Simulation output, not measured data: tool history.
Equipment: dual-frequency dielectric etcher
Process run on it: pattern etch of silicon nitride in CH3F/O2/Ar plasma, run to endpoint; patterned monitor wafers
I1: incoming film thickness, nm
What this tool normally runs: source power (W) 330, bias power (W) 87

{"run": 1, "hour": 0.0, "source power (W)": 330, "bias power (W)": 100, "I1": 50.8, "endpoint time (s)": 67.4}
{"run": 2, "hour": 97.4, "source power (W)": 330, "bias power (W)": 100, "I1": 50.9, "endpoint time (s)": 68.2}
{"run": 3, "hour": 150.0, "source power (W)": 330, "bias power (W)": 87, "I1": 50.6, "endpoint time (s)": 72.4}
{"run": 4, "hour": 243.2, "source power (W)": 330, "bias power (W)": 87, "I1": 51.2, "endpoint time (s)": 73.6}
{"run": 5, "hour": 339.9, "source power (W)": 330, "bias power (W)": 87, "I1": 50.4, "endpoint time (s)": 73.4}
{"run": 6, "hour": 422.4, "source power (W)": 330, "bias power (W)": 93, "I1": 50.6, "endpoint time (s)": 71.4}
{"hour": 488.0, "done": "wet clean of the chamber"}
{"run": 7, "hour": 504.8, "source power (W)": 330, "bias power (W)": 87, "I1": 50.6, "endpoint time (s)": 71.6}
{"run": 8, "hour": 572.8, "source power (W)": 330, "bias power (W)": 87, "I1": 50.4, "endpoint time (s)": 71.8}
{"run": 9, "hour": 662.0, "source power (W)": 330, "bias power (W)": 92, "I1": 51.2, "endpoint time (s)": 71.8}
{"run": 10, "hour": 702.7, "source power (W)": 330, "bias power (W)": 92, "I1": 50.9, "endpoint time (s)": 71.3}
{"run": 11, "hour": 909.3, "source power (W)": 330, "bias power (W)": 87, "I1": 50.8, "endpoint time (s)": 74.3}
{"run": 12, "hour": 1004.7, "source power (W)": 330, "bias power (W)": 87, "I1": 50.8, "endpoint time (s)": 74.1}
{"run": 13, "hour": 1063.9, "source power (W)": 330, "bias power (W)": 87, "I1": 50.4, "endpoint time (s)": 74.6}
{"hour": 1138.6, "done": "wet clean of the chamber"}
{"run": 14, "hour": 1168.6, "source power (W)": 330, "bias power (W)": 87, "I1": 50.5, "endpoint time (s)": 71.2}
{"run": 15, "hour": 1216.0, "source power (W)": 330, "bias power (W)": 87, "I1": 50.7, "endpoint time (s)": 71.8}
{"run": 16, "hour": 1269.1, "source power (W)": 330, "bias power (W)": 87, "I1": 51.1, "endpoint time (s)": 73}
{"hour": 1300.2, "done": "source power generator calibrated"}
{"run": 17, "hour": 1361.8, "source power (W)": 310, "bias power (W)": 72, "I1": 50.9, "endpoint time (s)": 80.2}
{"run": 18, "hour": 1448.6, "source power (W)": 360, "bias power (W)": 76, "I1": 50.5, "endpoint time (s)": 74.1}
{"hour": 1483.5, "done": "upper electrode replaced"}
{"run": 19, "hour": 1498.9, "source power (W)": 380, "bias power (W)": 100, "I1": 50.5, "endpoint time (s)": 64.4}
{"run": 20, "hour": 1585.1, "source power (W)": 330, "bias power (W)": 87, "I1": 50.5, "endpoint time (s)": 72.7}
{"run": 21, "hour": 1662.7, "source power (W)": 280, "bias power (W)": 87, "I1": 50.7, "endpoint time (s)": 78.1}
{"hour": 1685.5, "done": "bias power generator calibrated"}
{"hour": 1783.6, "done": "wet clean of the chamber"}
{"run": 22, "hour": 1784.1, "source power (W)": 330, "bias power (W)": 87, "I1": 51.2, "endpoint time (s)": 71.1}
{"run": 23, "hour": 1833.7, "source power (W)": 330, "bias power (W)": 87, "I1": 50.7, "endpoint time (s)": 71}
{"run": 24, "hour": 1897.6, "source power (W)": 260, "bias power (W)": 73, "I1": 50.3, "endpoint time (s)": 83.4}
{"run": 25, "hour": 1936.2, "source power (W)": 330, "bias power (W)": 87, "I1": 50.4, "endpoint time (s)": 70.5}
{"run": 26, "hour": 1986.9, "source power (W)": 310, "bias power (W)": 103, "I1": 50.7, "endpoint time (s)": 67.7}
{"run": 27, "hour": 2086.9, "source power (W)": 330, "bias power (W)": 87, "I1": 50.4, "endpoint time (s)": 71.4}
{"run": 28, "hour": 2181.8, "source power (W)": 310, "bias power (W)": 75, "I1": 51, "endpoint time (s)": 79.8}
{"run": 29, "hour": 2371.3, "source power (W)": 330, "bias power (W)": 104, "I1": 50.7, "endpoint time (s)": 67.9}
{"hour": 2428.0, "done": "wet clean of the chamber"}
{"run": 30, "hour": 2437.5, "source power (W)": 330, "bias power (W)": 87, "I1": 50.9, "endpoint time (s)": 70.7}
{"run": 31, "hour": 2511.4, "source power (W)": 410, "bias power (W)": 76, "I1": 50.5, "endpoint time (s)": 69.3}
{"run": 32, "hour": 2554.9, "source power (W)": 380, "bias power (W)": 78, "I1": 50.5, "endpoint time (s)": 71}
{"run": 33, "hour": 2642.1, "source power (W)": 390, "bias power (W)": 76, "I1": 50.7, "endpoint time (s)": 72}
{"run": 34, "hour": 2718.9, "source power (W)": 330, "bias power (W)": 87, "I1": 50.7, "endpoint time (s)": 71.9}
{"run": 35, "hour": 2757.0, "source power (W)": 290, "bias power (W)": 67, "I1": 50.7, "endpoint time (s)": 86.1}
{"run": 36, "hour": 2843.7, "source power (W)": 330, "bias power (W)": 87, "I1": 50.8, "endpoint time (s)": 73.3}

Give the tool's hidden conditions for every run:
bias power that arrives over what is set, %: 0 across all the runs
H1: etch rate over this chamber's usual, %
H2: source power that arrives over what is set, %
run=1 H1=-0.646 H2=-2.98
run=2 H1=-1.34 H2=-3.1
run=3 H1=-1.71 H2=-3.16
run=4 H1=-2.37 H2=-3.27
run=5 H1=-3.06 H2=-3.38
run=6 H1=-3.65 H2=-3.47
run=7 H1=-0.499 H2=-3.57
run=8 H1=-0.981 H2=-3.64
run=9 H1=-1.61 H2=-3.75
run=10 H1=-1.9 H2=-3.79
run=11 H1=-3.37 H2=-4.03
run=12 H1=-4.05 H2=-4.14
run=13 H1=-4.47 H2=-4.21
run=14 H1=-0.168 H2=-4.33
run=15 H1=-0.504 H2=-4.39
run=16 H1=-0.881 H2=-4.45
run=17 H1=-1.54 H2=-0.632
run=18 H1=-2.16 H2=-0.732
run=19 H1=-2.51 H2=-0.79
run=20 H1=-3.12 H2=-0.889
run=21 H1=-3.68 H2=-0.979
run=22 H1=0.463 H2=-1.12
run=23 H1=0.111 H2=-1.18
run=24 H1=-0.343 H2=-1.25
run=25 H1=-0.617 H2=-1.29
run=26 H1=-0.977 H2=-1.35
run=27 H1=-1.69 H2=-1.47
run=28 H1=-2.36 H2=-1.58
run=29 H1=-3.71 H2=-1.8
run=30 H1=0.428 H2=-1.87
run=31 H1=-0.0963 H2=-1.96
run=32 H1=-0.405 H2=-2.01
run=33 H1=-1.02 H2=-2.11
run=34 H1=-1.57 H2=-2.2
run=35 H1=-1.84 H2=-2.24
run=36 H1=-2.46 H2=-2.34

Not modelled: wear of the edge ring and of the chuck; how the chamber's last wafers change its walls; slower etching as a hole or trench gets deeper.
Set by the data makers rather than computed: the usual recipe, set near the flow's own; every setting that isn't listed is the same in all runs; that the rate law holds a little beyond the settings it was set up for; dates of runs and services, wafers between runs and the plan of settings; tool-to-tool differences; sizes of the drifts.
